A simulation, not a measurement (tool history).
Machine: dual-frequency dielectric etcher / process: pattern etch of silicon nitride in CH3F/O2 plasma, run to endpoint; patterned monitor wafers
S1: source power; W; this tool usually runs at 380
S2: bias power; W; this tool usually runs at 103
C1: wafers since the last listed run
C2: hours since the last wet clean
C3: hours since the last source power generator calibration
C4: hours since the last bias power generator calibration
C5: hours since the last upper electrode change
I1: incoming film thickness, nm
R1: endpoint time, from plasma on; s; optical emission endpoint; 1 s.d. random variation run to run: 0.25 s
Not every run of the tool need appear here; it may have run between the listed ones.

{"run": 1, "hour": 0.0, "S1": 380, "S2": 103, "C1": 0, "C2": 302.6, "C3": 3575.3, "C4": 1947.6, "C5": 2993.1, "I1": 73.8, "R1": 84.8}
{"run": 2, "hour": 17.0, "S1": 380, "S2": 103, "C1": 85, "C2": 319.6, "C3": 3592.3, "C4": 1964.6, "C5": 3010.1, "I1": 73.2, "R1": 83.5}
{"run": 3, "hour": 28.8, "S1": 380, "S2": 82, "C1": 59, "C2": 331.4, "C3": 3604.1, "C4": 1976.4, "C5": 3021.9, "I1": 73.5, "R1": 92.5}
{"run": 4, "hour": 37.8, "S1": 380, "S2": 82, "C1": 45, "C2": 340.4, "C3": 3613.1, "C4": 1985.4, "C5": 3030.9, "I1": 73.6, "R1": 92.3}
{"run": 5, "hour": 55.3, "S1": 380, "S2": 82, "C1": 87, "C2": 357.9, "C3": 3630.6, "C4": 2002.9, "C5": 3048.4, "I1": 73.2, "R1": 92}
{"run": 6, "hour": 62.3, "S1": 380, "S2": 113, "C1": 35, "C2": 364.9, "C3": 3637.6, "C4": 2009.9, "C5": 3055.4, "I1": 73.5, "R1": 80.9}
{"run": 7, "hour": 76.2, "S1": 380, "S2": 113, "C1": 69, "C2": 378.8, "C3": 3651.5, "C4": 2023.8, "C5": 3069.3, "I1": 73.6, "R1": 82.1}
{"run": 8, "hour": 92.6, "S1": 380, "S2": 103, "C1": 82, "C2": 395.2, "C3": 3667.9, "C4": 2040.2, "C5": 3085.7, "I1": 73.6, "R1": 85.4}
{"hour": 102.9, "done": "source power generator calibrated"}
{"run": 9, "hour": 103.4, "S1": 380, "S2": 103, "C1": 34, "C2": 406, "C3": 0.5, "C4": 2051, "C5": 3096.5, "I1": 73.6, "R1": 85.2}
{"run": 10, "hour": 108.1, "S1": 380, "S2": 88, "C1": 23, "C2": 410.7, "C3": 5.2, "C4": 2055.7, "C5": 3101.2, "I1": 73.7, "R1": 90.6}
{"hour": 121.1, "done": "bias power generator calibrated"}
{"hour": 139.0, "done": "upper electrode replaced"}
{"hour": 144.3, "done": "wet clean of the chamber"}
{"run": 11, "hour": 144.8, "S1": 380, "S2": 88, "C1": 47, "C2": 0.5, "C3": 41.9, "C4": 23.7, "C5": 5.8, "I1": 73.4, "R1": 88.3}
{"run": 12, "hour": 145.2, "S1": 380, "S2": 85, "C1": 2, "C2": 0.9, "C3": 42.3, "C4": 24.1, "C5": 6.2, "I1": 73.7, "R1": 89.3}
{"run": 13, "hour": 145.6, "S1": 380, "S2": 85, "C1": 2, "C2": 1.3, "C3": 42.7, "C4": 24.5, "C5": 6.6, "I1": 73.9, "R1": 89.8}
{"run": 14, "hour": 153.7, "S1": 330, "S2": 103, "C1": 40, "C2": 9.4, "C3": 50.8, "C4": 32.6, "C5": 14.7, "I1": 74.1, "R1": 86}
{"run": 15, "hour": 171.0, "S1": 420, "S2": 112, "C1": 86, "C2": 26.7, "C3": 68.1, "C4": 49.9, "C5": 32, "I1": 74.2, "R1": 79}
{"run": 16, "hour": 188.5, "S1": 380, "S2": 82, "C1": 87, "C2": 44.2, "C3": 85.6, "C4": 67.4, "C5": 49.5, "I1": 73.6, "R1": 91}
{"run": 17, "hour": 200.6, "S1": 290, "S2": 103, "C1": 60, "C2": 56.3, "C3": 97.7, "C4": 79.5, "C5": 61.6, "I1": 73.9, "R1": 88.9}
{"run": 18, "hour": 209.4, "S1": 380, "S2": 103, "C1": 44, "C2": 65.1, "C3": 106.5, "C4": 88.3, "C5": 70.4, "I1": 73.2, "R1": 82.9}
{"run": 19, "hour": 225.5, "S1": 420, "S2": 112, "C1": 80, "C2": 81.2, "C3": 122.6, "C4": 104.4, "C5": 86.5, "I1": 74.1, "R1": 79.3}
{"run": 20, "hour": 236.3, "S1": 290, "S2": 95, "C1": 54, "C2": 92, "C3": 133.4, "C4": 115.2, "C5": 97.3, "I1": 74.3, "R1": 92.4}
{"run": 21, "hour": 246.5, "S1": 480, "S2": 103, "C1": 51, "C2": 102.2, "C3": 143.6, "C4": 125.4, "C5": 107.5, "I1": 73.4, "R1": 78.7}
{"run": 22, "hour": 253.2, "S1": 380, "S2": 103, "C1": 33, "C2": 108.9, "C3": 150.3, "C4": 132.1, "C5": 114.2, "I1": 73.1, "R1": 83.2}
{"run": 23, "hour": 268.7, "S1": 380, "S2": 120, "C1": 77, "C2": 124.4, "C3": 165.8, "C4": 147.6, "C5": 129.7, "I1": 73.9, "R1": 79.5}
{"run": 24, "hour": 286.4, "S1": 340, "S2": 103, "C1": 88, "C2": 142.1, "C3": 183.5, "C4": 165.3, "C5": 147.4, "I1": 73.5, "R1": 85.7}
{"run": 25, "hour": 296.4, "S1": 340, "S2": 126, "C1": 50, "C2": 152.1, "C3": 193.5, "C4": 175.3, "C5": 157.4, "I1": 73.5, "R1": 79.1}
{"run": 26, "hour": 302.8, "S1": 380, "S2": 103, "C1": 32, "C2": 158.5, "C3": 199.9, "C4": 181.7, "C5": 163.8, "I1": 73.9, "R1": 84.4}
{"run": 27, "hour": 313.6, "S1": 300, "S2": 84, "C1": 54, "C2": 169.3, "C3": 210.7, "C4": 192.5, "C5": 174.6, "I1": 73, "R1": 95.4}

4 ways to go on from here, each from the tool as it stands after run 27. What would each give?
{"run": "A", "hour": 314.1, "S1": 380, "S2": 78, "C1": 2, "C2": 169.8, "C3": 211.2, "C4": 193, "C5": 175.1, "I1": 74, "R1": "?"}
{"run": "B", "hour": 314.1, "S1": 480, "S2": 112, "C1": 2, "C2": 169.8, "C3": 211.2, "C4": 193, "C5": 175.1, "I1": 74, "R1": "?"}
{"run": "C", "hour": 314.1, "S1": 300, "S2": 127, "C1": 2, "C2": 169.8, "C3": 211.2, "C4": 193, "C5": 175.1, "I1": 74, "R1": "?"}
{"run": "D", "hour": 314.1, "S1": 320, "S2": 77, "C1": 2, "C2": 169.8, "C3": 211.2, "C4": 193, "C5": 175.1, "I1": 74, "R1": "?"}

run=A R1=93.9
run=B R1=77
run=C R1=81.6
run=D R1=98.2
Without the tool's unlogged condition, the same runs would have read:
run=A R1=92.1
run=B R1=75.6
run=C R1=80.1
run=D R1=96.4

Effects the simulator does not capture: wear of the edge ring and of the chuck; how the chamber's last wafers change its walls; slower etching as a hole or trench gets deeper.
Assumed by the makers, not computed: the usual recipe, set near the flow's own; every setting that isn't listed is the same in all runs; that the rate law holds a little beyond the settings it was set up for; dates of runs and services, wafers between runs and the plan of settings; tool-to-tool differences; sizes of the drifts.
